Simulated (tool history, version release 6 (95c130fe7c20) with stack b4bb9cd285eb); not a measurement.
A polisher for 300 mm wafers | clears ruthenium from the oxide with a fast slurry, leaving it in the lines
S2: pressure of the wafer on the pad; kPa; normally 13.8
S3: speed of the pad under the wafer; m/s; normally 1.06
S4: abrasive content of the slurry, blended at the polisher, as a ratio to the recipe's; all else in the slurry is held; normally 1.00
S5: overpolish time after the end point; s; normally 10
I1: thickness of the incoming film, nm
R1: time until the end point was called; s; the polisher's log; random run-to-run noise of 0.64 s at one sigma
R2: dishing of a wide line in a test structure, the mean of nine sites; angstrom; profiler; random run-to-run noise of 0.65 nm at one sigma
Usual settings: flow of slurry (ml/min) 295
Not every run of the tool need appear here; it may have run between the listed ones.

run 1 day=0.000 | flow_of_slurry_(ml/min)=295 S2=13.8 S3=1.18 S4=1.00 S5=10 | I1=160.1 | R1=48.9 R2=296
run 2 day=2.354 | flow_of_slurry_(ml/min)=295 S2=13.8 S3=1.18 S4=1.00 S5=10 | I1=158.8 | R1=48.3 R2=287
run 3 day=3.788 | flow_of_slurry_(ml/min)=295 S2=13.8 S3=1.06 S4=1.00 S5=10 | I1=159.3 | R1=52.8 R2=266
run 4 day=6.354 | flow_of_slurry_(ml/min)=295 S2=13.8 S3=1.06 S4=1.00 S5=10 | I1=157.4 | R1=51.5 R2=272
run 5 day=7.621 | flow_of_slurry_(ml/min)=295 S2=13.8 S3=0.80 S4=1.00 S5=10 | I1=161.7 | R1=66.1 R2=232
run 6 day=10.267 | flow_of_slurry_(ml/min)=295 S2=13.8 S3=0.80 S4=1.00 S5=10 | I1=161.6 | R1=65.2 R2=224
run 7 day=12.533 | flow_of_slurry_(ml/min)=295 S2=13.8 S3=1.06 S4=1.00 S5=10 | I1=160.2 | R1=52.8 R2=269
run 8 day=15.529 | flow_of_slurry_(ml/min)=390 S2=11.7 S3=1.06 S4=1.00 S5=10 | I1=160.7 | R1=60.8 R2=244
run 9 day=18.504 | flow_of_slurry_(ml/min)=295 S2=13.8 S3=1.06 S4=1.00 S5=10 | I1=158.9 | R1=52.8 R2=269
run 10 day=19.538 | flow_of_slurry_(ml/min)=295 S2=11.0 S3=1.06 S4=0.70 S5=10 | I1=161.1 | R1=71.6 R2=205
run 11 day=20.858 | flow_of_slurry_(ml/min)=295 S2=13.8 S3=1.06 S4=0.90 S5=5 | I1=161.3 | R1=56.2 R2=140
run 12 day=22.150 | flow_of_slurry_(ml/min)=235 S2=13.8 S3=1.06 S4=1.00 S5=10 | I1=162.6 | R1=55.0 R2=251
run 13 day=23.212 | flow_of_slurry_(ml/min)=220 S2=13.8 S3=0.72 S4=1.00 S5=14 | I1=161.9 | R1=73.9 R2=278
run 14 day=26.208 | flow_of_slurry_(ml/min)=295 S2=18.6 S3=0.80 S4=1.25 S5=10 | I1=158.7 | R1=47.2 R2=295
run 15 day=29.917 | flow_of_slurry_(ml/min)=295 S2=13.8 S3=1.22 S4=1.00 S5=10 | I1=160.8 | R1=47.7 R2=292
run 16 day=32.183 | flow_of_slurry_(ml/min)=295 S2=15.9 S3=1.06 S4=0.75 S5=10 | I1=160.9 | R1=51.9 R2=292
run 17 day=34.017 | flow_of_slurry_(ml/min)=235 S2=13.8 S3=1.40 S4=1.00 S5=6 | I1=161.3 | R1=43.7 R2=199
run 18 day=35.575 | flow_of_slurry_(ml/min)=390 S2=11.7 S3=1.06 S4=1.00 S5=10 | I1=157.5 | R1=57.4 R2=236
run 19 day=36.625 | flow_of_slurry_(ml/min)=295 S2=13.8 S3=1.06 S4=1.00 S5=10 | I1=159.7 | R1=52.8 R2=268
run 20 day=44.200 | flow_of_slurry_(ml/min)=295 S2=13.8 S3=1.06 S4=1.00 S5=10 | I1=160.3 | R1=51.6 R2=278
run 21 day=45.867 | flow_of_slurry_(ml/min)=295 S2=13.8 S3=1.06 S4=1.00 S5=10 | I1=160.0 | R1=52.6 R2=260
run 22 day=47.562 | flow_of_slurry_(ml/min)=255 S2=13.8 S3=0.94 S4=0.80 S5=10 | I1=161.2 | R1=64.8 R2=235
run 23 day=50.379 | flow_of_slurry_(ml/min)=225 S2=10.3 S3=1.18 S4=0.90 S5=10 | I1=160.5 | R1=66.4 R2=224
run 24 day=52.075 | flow_of_slurry_(ml/min)=210 S2=13.8 S3=1.06 S4=1.25 S5=10 | I1=160.1 | R1=51.5 R2=278
run 25 day=54.917 | flow_of_slurry_(ml/min)=325 S2=10.3 S3=1.06 S4=1.00 S5=13 | I1=161.0 | R1=66.2 R2=275
run 26 day=57.288 | flow_of_slurry_(ml/min)=295 S2=16.5 S3=1.06 S4=1.00 S5=4 | I1=163.0 | R1=46.7 R2=128
run 27 day=58.692 | flow_of_slurry_(ml/min)=335 S2=13.8 S3=1.06 S4=1.00 S5=15 | I1=158.0 | R1=51.8 R2=386
run 28 day=60.996 | flow_of_slurry_(ml/min)=330 S2=13.8 S3=0.96 S4=0.85 S5=10 | I1=156.9 | R1=57.5 R2=242

Taken out of this log: 13 entries between the listed runs. Where each belongs, and how the hidden state differs across it:
Run 2 -> run 3: worn pad replaced by a new one (day 3.225)
  no difference in the tool's unlogged condition between these two runs
Run 5 -> run 6: head pressure recalibrated (day 7.983)
  no difference in the tool's unlogged condition between these two runs
Run 8 -> run 9: slurry blender recalibrated (day 16.729); slurry nozzle cleaned (day 17.283)
  no difference in the tool's unlogged condition between these two runs
Run 10 -> run 11: worn pad replaced by a new one (day 20.038)
  no difference in the tool's unlogged condition between these two runs
Run 14 -> run 15: head pressure recalibrated (day 27.100)
  no difference in the tool's unlogged condition between these two runs
Run 17 -> run 18: slurry blender recalibrated (day 34.658)
  no difference in the tool's unlogged condition between these two runs
Run 18 -> run 19: slurry nozzle cleaned (day 35.700)
  no difference in the tool's unlogged condition between these two runs
Run 19 -> run 20: worn pad replaced by a new one (day 38.762)
  no difference in the tool's unlogged condition between these two runs
Run 20 -> run 21: head pressure recalibrated (day 44.496)
  no difference in the tool's unlogged condition between these two runs
Run 24 -> run 25: slurry blender recalibrated (day 53.692)
  no difference in the tool's unlogged condition between these two runs
Run 25 -> run 26: slurry nozzle cleaned (day 55.962)
  no difference in the tool's unlogged condition between these two runs
Run 27 -> run 28: worn pad replaced by a new one (day 59.058)
  no difference in the tool's unlogged condition between these two runs
